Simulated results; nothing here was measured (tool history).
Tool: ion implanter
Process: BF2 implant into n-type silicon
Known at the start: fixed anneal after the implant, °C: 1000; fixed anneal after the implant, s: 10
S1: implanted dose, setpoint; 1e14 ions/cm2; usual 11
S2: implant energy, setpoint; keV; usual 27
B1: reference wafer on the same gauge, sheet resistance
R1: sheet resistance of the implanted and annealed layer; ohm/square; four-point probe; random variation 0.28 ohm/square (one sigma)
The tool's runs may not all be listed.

| run | hour | S1 | S2 | B1 | R1 |
|---|---|---|---|---|---|
| 1 | 0 | 11 | 27 | 197.85 | 183.16 |
| 2 | 6.3 | 11 | 27 | 197.74 | 183.39 |
| 3 | 21.1 | 11 | 27 | 197.77 | 183.72 |
| 4 | 35 | 10.13 | 22 | 197.87 | 208.08 |
| 5 | 41.6 | 10.1 | 32 | 197.88 | 172.5 |
| 6 | 51.8 | 11 | 27 | 197.92 | 183.18 |
| 7 | 67.2 | 11 | 27 | 197.96 | 183.47 |
| 8 | 74.9 | 11 | 27 | 197.91 | 183.32 |
| 9 | 88 | 11 | 27 | 198.12 | 183.61 |
| 10 | 105.6 | 11 | 27 | 198.2 | 183.56 |
| 11 | 120 | 11 | 27 | 198.32 | 183.94 |
| 12 | 128.6 | 11 | 20 | 198.3 | 214.56 |
| 13 | 139.5 | 9.45 | 27 | 198.45 | 191.27 |
| 14 | 149.5 | 9.45 | 27 | 198.48 | 191.92 |
| 15 | 163.4 | 9.45 | 27 | 198.66 | 191.87 |
| 16 | 179.1 | 11 | 27 | 198.77 | 184.05 |
| 17 | 193.3 | 11 | 27 | 198.83 | 184.96 |
| 18 | 205.6 | 11 | 27 | 199.03 | 184.19 |
| 19 | 223.4 | 8.32 | 24 | 199.18 | 212.26 |
| 20 | 237.8 | 11 | 34.5 | 199.33 | 162.99 |
| 21 | 247 | 13.81 | 32.5 | 199.49 | 158.84 |
| 22 | 264.1 | 11 | 27 | 199.63 | 184.89 |
|  | 277 | extraction supply calibrated |
| 23 | 281.5 | 12.16 | 20 | 199.87 | 212.82 |
| 24 | 293.9 | 9.41 | 20.5 | 200.07 | 221.85 |
| 25 | 306.6 | 12.07 | 35 | 200.28 | 158.22 |
| 26 | 324.3 | 11 | 27 | 200.56 | 185.45 |
|  | 339.9 | gauge calibrated |
| 27 | 340.4 | 9.23 | 27 | 198.1 | 192.52 |
| 28 | 357.4 | 13.86 | 27 | 198.24 | 175.53 |
|  | 367.7 | Faraday cup replaced and dose calibrated |
| 29 | 368.2 | 11 | 27 | 198.23 | 183.51 |
| 30 | 413.4 | 11 | 27 | 198.26 | 183.77 |
| 31 | 425.8 | 11.96 | 24 | 198.3 | 192.27 |
| 32 | 437.2 | 13.42 | 20.5 | 198.35 | 204.94 |
| 33 | 445.6 | 13.49 | 19.5 | 198.42 | 210.48 |
| 34 | 457.1 | 11 | 21.5 | 198.48 | 206.96 |
| 35 | 467.2 | 9.71 | 34.5 | 198.46 | 169.49 |
| 36 | 478.4 | 8.82 | 27 | 198.59 | 195.76 |
| 37 | 493.7 | 9.47 | 18 | 198.67 | 234.07 |

4 ways to go on from here, each from the tool as it stands after run 37. What would each give?
| A | 494.1 | 11 | 32.5 | ? | ? |
| B | 494.1 | 11 | 23 | ? | ? |
| C | 494.1 | 13.49 | 36 | ? | ? |
| D | 494.1 | 9.05 | 19.5 | ? | ? |

| run | B1 | R1 |
|---|---|---|
| A | 198.58 | 167.42 |
| B | 198.58 | 200.14 |
| C | 198.58 | 150.73 |
| D | 198.58 | 227.27 |
Without the tool's hidden state the same runs would have given:
| run | R1 |
|---|---|
| A | 166.86 |
| B | 199.48 |
| C | 150.23 |
| D | 226.51 |
